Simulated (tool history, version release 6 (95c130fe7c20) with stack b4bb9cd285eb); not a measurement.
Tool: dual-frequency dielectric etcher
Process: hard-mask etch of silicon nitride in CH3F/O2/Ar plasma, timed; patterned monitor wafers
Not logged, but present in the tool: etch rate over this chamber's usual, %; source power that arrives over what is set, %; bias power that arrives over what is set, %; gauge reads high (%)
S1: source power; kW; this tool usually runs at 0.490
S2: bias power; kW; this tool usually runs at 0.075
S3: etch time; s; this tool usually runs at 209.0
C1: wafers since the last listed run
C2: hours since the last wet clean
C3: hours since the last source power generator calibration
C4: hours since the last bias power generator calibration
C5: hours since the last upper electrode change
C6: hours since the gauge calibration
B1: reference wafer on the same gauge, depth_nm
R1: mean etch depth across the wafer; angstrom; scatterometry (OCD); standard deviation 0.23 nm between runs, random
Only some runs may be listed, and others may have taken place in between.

run 1 hour=0.0 | S1=0.490 S2=0.075 S3=167.0 | C1=0 C2=374.9 C3=3172.9 C4=3838.1 C5=3272.3 C6=207.7 | B1=163.1 | R1=1293
run 2 hour=9.2 | S1=0.490 S2=0.075 S3=209.0 | C1=45 C2=384.1 C3=3182.1 C4=3847.3 C5=3281.5 C6=216.9 | B1=162.8 | R1=1619
run 3 hour=16.8 | S1=0.490 S2=0.075 S3=209.0 | C1=37 C2=391.7 C3=3189.7 C4=3854.9 C5=3289.1 C6=224.5 | B1=162.9 | R1=1623
run 4 hour=32.0 | S1=0.490 S2=0.075 S3=209.0 | C1=74 C2=406.9 C3=3204.9 C4=3870.1 C5=3304.3 C6=239.7 | B1=163.0 | R1=1625
run 5 hour=53.9 | S1=0.490 S2=0.075 S3=209.0 | C1=107 C2=428.8 C3=3226.8 C4=3892.0 C5=3326.2 C6=261.6 | B1=163.1 | R1=1623
run 6 hour=67.8 | S1=0.490 S2=0.075 S3=209.0 | C1=68 C2=442.7 C3=3240.7 C4=3905.9 C5=3340.1 C6=275.5 | B1=163.1 | R1=1630
-- hour=71.9 gauge calibrated
run 7 hour=80.7 | S1=0.490 S2=0.075 S3=209.0 | C1=63 C2=455.6 C3=3253.6 C4=3918.8 C5=3353.0 C6=8.8 | B1=163.0 | R1=1633
-- hour=86.5 bias power generator calibrated
-- hour=91.6 source power generator calibrated
-- hour=119.6 upper electrode replaced
run 8 hour=120.1 | S1=0.490 S2=0.075 S3=209.0 | C1=36 C2=495.0 C3=28.5 C4=33.6 C5=0.5 C6=48.2 | B1=162.9 | R1=1639
run 9 hour=120.5 | S1=0.400 S2=0.075 S3=209.0 | C1=1 C2=495.4 C3=28.9 C4=34.0 C5=0.9 C6=48.6 | B1=163.0 | R1=1433
-- hour=144.5 wet clean of the chamber
run 10 hour=145.0 | S1=0.380 S2=0.085 S3=209.0 | C1=2 C2=0.5 C3=53.4 C4=58.5 C5=25.4 C6=73.1 | B1=163.0 | R1=1368
run 11 hour=145.4 | S1=0.420 S2=0.075 S3=209.0 | C1=1 C2=0.9 C3=53.8 C4=58.9 C5=25.8 C6=73.5 | B1=163.0 | R1=1404
run 12 hour=151.9 | S1=0.490 S2=0.075 S3=209.0 | C1=32 C2=7.4 C3=60.3 C4=65.4 C5=32.3 C6=80.0 | B1=163.0 | R1=1553
run 13 hour=160.2 | S1=0.390 S2=0.069 S3=265.0 | C1=40 C2=15.7 C3=68.6 C4=73.7 C5=40.6 C6=88.3 | B1=162.9 | R1=1650
run 14 hour=169.8 | S1=0.490 S2=0.075 S3=209.0 | C1=47 C2=25.3 C3=78.2 C4=83.3 C5=50.2 C6=97.9 | B1=163.1 | R1=1550
run 15 hour=198.2 | S1=0.440 S2=0.063 S3=250.5 | C1=139 C2=53.7 C3=106.6 C4=111.7 C5=78.6 C6=126.3 | B1=163.0 | R1=1644
run 16 hour=212.0 | S1=0.490 S2=0.075 S3=209.0 | C1=68 C2=67.5 C3=120.4 C4=125.5 C5=92.4 C6=140.1 | B1=162.9 | R1=1564
run 17 hour=218.0 | S1=0.490 S2=0.060 S3=209.0 | C1=29 C2=73.5 C3=126.4 C4=131.5 C5=98.4 C6=146.1 | B1=163.0 | R1=1450

What would each run have given without the hidden state, its run-to-run variation left as it was?
run=1 R1=1243
run=2 R1=1555
run=3 R1=1558
run=4 R1=1558
run=5 R1=1553
run=6 R1=1557
run=7 R1=1559
run=8 R1=1559
run=9 R1=1363
run=10 R1=1376
run=11 R1=1412
run=12 R1=1561
run=13 R1=1657
run=14 R1=1556
run=15 R1=1646
run=16 R1=1563
run=17 R1=1448
